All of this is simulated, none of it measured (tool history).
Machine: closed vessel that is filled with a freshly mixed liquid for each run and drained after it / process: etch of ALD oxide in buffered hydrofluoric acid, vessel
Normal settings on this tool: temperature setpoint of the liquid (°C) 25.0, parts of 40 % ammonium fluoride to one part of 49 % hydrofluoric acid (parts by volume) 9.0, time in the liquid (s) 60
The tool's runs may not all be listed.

run,day,temperature setpoint of the liquid (°C),parts of 40 % ammonium fluoride to one part of 49 % hydrofluoric acid (parts by volume),time in the liquid (s),wafers since the last listed run,hours since the thermometer was replaced,hours since the hydrofluoric acid flow meter was replaced,hours since the gauge calibration,"read-back film thickness of the ALD oxide reference wafer, read on the same gauge (nm)",thickness taken off the ALD oxide on a monitor wafer (nm)
1,0.000,25.0,6.0,45,0,291.5,1633.9,3152.2,110.00,125.78
# day 1.179: hydrofluoric acid flow meter replaced
2,4.117,25.0,9.0,60,7697,390.3,70.5,3251.0,110.00,111.29
3,6.575,25.0,9.0,60,4643,449.3,129.5,3310.0,109.99,109.46
# day 8.708: gauge calibrated
4,8.925,25.0,9.0,60,4439,505.7,185.9,5.2,110.02,110.18
5,12.567,25.0,9.0,60,6879,593.1,273.3,92.6,110.00,110.88
6,15.071,25.0,9.0,60,4730,653.2,333.4,152.7,109.99,110.99
7,17.942,25.0,9.0,60,5422,722.1,402.3,221.6,110.01,111.15
8,22.108,28.0,9.0,60,7870,822.1,502.3,321.6,109.99,128.08
9,24.346,23.0,11.0,80,4226,875.8,556.0,375.3,109.98,111.06
10,27.129,25.0,6.0,60,5257,942.6,622.8,442.1,110.00,163.39
11,29.042,25.0,10.0,60,3612,988.5,668.7,488.0,110.00,103.87
12,32.429,25.0,9.0,60,6398,1069.8,750.0,569.3,110.00,108.90
13,39.938,25.0,9.0,60,14183,1250.0,930.2,749.5,109.99,109.81
14,51.538,25.0,12.0,40,21912,1528.4,1208.6,1027.9,110.01,56.19
15,53.729,25.0,9.0,60,4140,1581.0,1261.2,1080.5,110.01,107.81
16,56.608,23.5,6.5,60,5438,1650.1,1330.3,1149.6,109.99,138.32
17,60.392,25.0,6.0,45,7146,1740.9,1421.1,1240.4,110.00,119.98
18,63.146,25.0,9.0,80,5202,1807.0,1487.2,1306.5,110.00,140.81
19,66.762,25.0,9.0,60,6831,1893.8,1574.0,1393.3,110.00,106.95
20,68.583,25.0,9.0,60,3439,1937.5,1617.7,1437.0,110.01,104.72
21,70.242,25.0,9.0,60,3132,1977.3,1657.5,1476.8,110.00,104.04
# day 71.717: hydrofluoric acid flow meter replaced
22,74.579,25.0,9.0,30,8114,2081.4,68.7,1580.9,110.01,52.45
23,78.262,20.5,12.0,60,6957,2169.8,157.1,1669.3,109.98,63.82
24,82.550,20.5,9.0,60,8099,2272.7,260.0,1772.2,110.02,81.84
25,84.492,25.0,9.0,60,3667,2319.3,306.6,1818.8,110.00,103.51
26,90.008,28.0,9.0,75,10420,2451.7,439.0,1951.2,110.00,155.56

For run 27, what comes out?
27,93.821,25.0,9.0,40,7201,2543.2,530.5,2042.7,?,?

read-back film thickness of the ALD oxide reference wafer, read on the same gauge (nm): 109.98
thickness taken off the ALD oxide on a monitor wafer (nm): 68.83
On a tool with no hidden condition, and with the same random variation, this run would have come out at thickness taken off the ALD oxide on a monitor wafer (nm) 77.31.
